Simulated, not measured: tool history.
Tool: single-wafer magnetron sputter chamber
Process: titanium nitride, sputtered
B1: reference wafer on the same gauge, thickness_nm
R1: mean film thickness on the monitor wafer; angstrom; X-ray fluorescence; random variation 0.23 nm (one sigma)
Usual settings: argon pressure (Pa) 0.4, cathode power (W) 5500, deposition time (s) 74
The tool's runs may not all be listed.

Run 1, hour 0: usual settings; B1 70.893. Result: R1 767.24 angstrom.
At hour 45.5: sputter target and shields replaced.
Run 2, hour 60.3: usual settings but cathode power (W) 6250; B1 70.889. Result: R1 865.7 angstrom.
Run 3, hour 131.1: usual settings but cathode power (W) 6450; B1 70.878. Result: R1 895.45 angstrom.
Run 4, hour 167.4: usual settings but cathode power (W) 6450; B1 70.893. Result: R1 891.79 angstrom.
Run 5, hour 271: usual settings but cathode power (W) 6450; B1 70.901. Result: R1 896.48 angstrom.
At hour 338.4: capacitance manometer re-zeroed and calibrated.
At hour 350.5: magnet pack replaced.
At hour 356.1: sputter target and shields replaced.
Run 6, hour 358.8: usual settings; B1 70.873. Result: R1 752.57 angstrom.
Run 7, hour 401.4: usual settings; B1 70.897. Result: R1 748.48 angstrom.
Run 8, hour 441.2: usual settings but argon pressure (Pa) 0.481; B1 70.901. Result: R1 701.27 angstrom.
At hour 473: capacitance manometer re-zeroed and calibrated, repeated, since the last time left the tool worse.
At hour 477.9: gauge calibrated.
Run 9, hour 485.1: usual settings; B1 70.907. Result: R1 780.34 angstrom.
Run 10, hour 572.6: usual settings; B1 70.887. Result: R1 774.66 angstrom.
At hour 664.9: sputter target and shields replaced.
Run 11, hour 669.8: usual settings but cathode power (W) 4500; B1 70.905. Result: R1 632.75 angstrom.
Run 12, hour 761.9: usual settings but argon pressure (Pa) 0.525, cathode power (W) 4400; B1 70.947. Result: R1 570.73 angstrom.
Run 13, hour 802.6: usual settings but argon pressure (Pa) 0.544; B1 70.873. Result: R1 700.69 angstrom.
Run 14, hour 874.5: usual settings but argon pressure (Pa) 0.259, cathode power (W) 6600, deposition time (s) 61.9; B1 70.859. Result: R1 852.21 angstrom.

Forecast each of these 4 alternatives for the next run:
Run A, hour 874.9: usual settings but deposition time (s) 64.8; B1 ?. Result: R1 ?.
Run B, hour 874.9: usual settings but argon pressure (Pa) 0.556, cathode power (W) 6850, deposition time (s) 86.6; B1 ?. Result: R1 ?.
Run C, hour 874.9: usual settings but argon pressure (Pa) 0.495; B1 ?. Result: R1 ?.
Run D, hour 874.9: usual settings but argon pressure (Pa) 0.246; B1 ?. Result: R1 ?.

run      B1       R1
  A  70.873   674.15
  B  70.873  1012.95
  C  70.873   723.01
  D  70.873   855.09
Without the tool's hidden state the same runs would have given:
run       R1
  A   684.71
  B  1038.19
  C   738.46
  D   860.12

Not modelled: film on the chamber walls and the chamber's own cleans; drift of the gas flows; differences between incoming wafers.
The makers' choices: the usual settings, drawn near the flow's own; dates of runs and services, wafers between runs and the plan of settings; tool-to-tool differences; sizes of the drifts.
